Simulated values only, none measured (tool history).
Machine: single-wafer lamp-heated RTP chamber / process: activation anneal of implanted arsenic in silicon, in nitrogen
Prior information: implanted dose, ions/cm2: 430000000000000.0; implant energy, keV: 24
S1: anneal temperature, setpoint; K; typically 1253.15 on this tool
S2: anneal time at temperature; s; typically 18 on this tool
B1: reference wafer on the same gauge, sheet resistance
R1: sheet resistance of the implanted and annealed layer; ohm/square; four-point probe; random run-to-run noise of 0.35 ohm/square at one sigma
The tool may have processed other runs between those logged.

run     day       S1  S2      B1      R1
  1   0.000  1262.15  18  223.83  236.08
  2   2.883  1262.15  18  223.88  236.02
  3   6.383  1253.15  18  224.20  236.96
      7.242  -- pyrometer window cleaned and pyrometer calibrated
  4   8.792  1253.15  18  224.31  237.31
     13.446  -- reflector plate cleaned
  5  14.029  1253.15  18  224.63  237.67
     15.717  -- gauge calibrated
  6  16.625  1253.15  18  222.92  235.60
     18.704  -- pyrometer window cleaned and pyrometer calibrated
  7  20.642  1234.15  21  222.73  236.22
  8  23.267  1253.15  24  222.85  235.55
  9  27.238  1245.15  14  223.07  237.75
 10  31.358  1272.15  28  223.08  232.59
     31.767  -- pyrometer window cleaned and pyrometer calibrated
 11  34.008  1239.15  10  223.15  238.81
 12  36.221  1253.15  18  223.27  236.99
 13  40.492  1261.15  24  223.39  234.93
 14  43.488  1235.15  10  223.56  239.38

3 options for the next run, each taken on its own from the tool as it stands now. Forecast them:
  A  43.504  1253.15  18   ?   ?
  B  43.504  1245.15  28   ?   ?
  C  43.504  1239.15  24   ?   ?

run      B1      R1
  A  223.45  237.12
  B  223.45  236.14
  C  223.45  237.05
Without the tool's hidden state the same runs would have given:
run      R1
  A  236.57
  B  235.59
  C  236.50
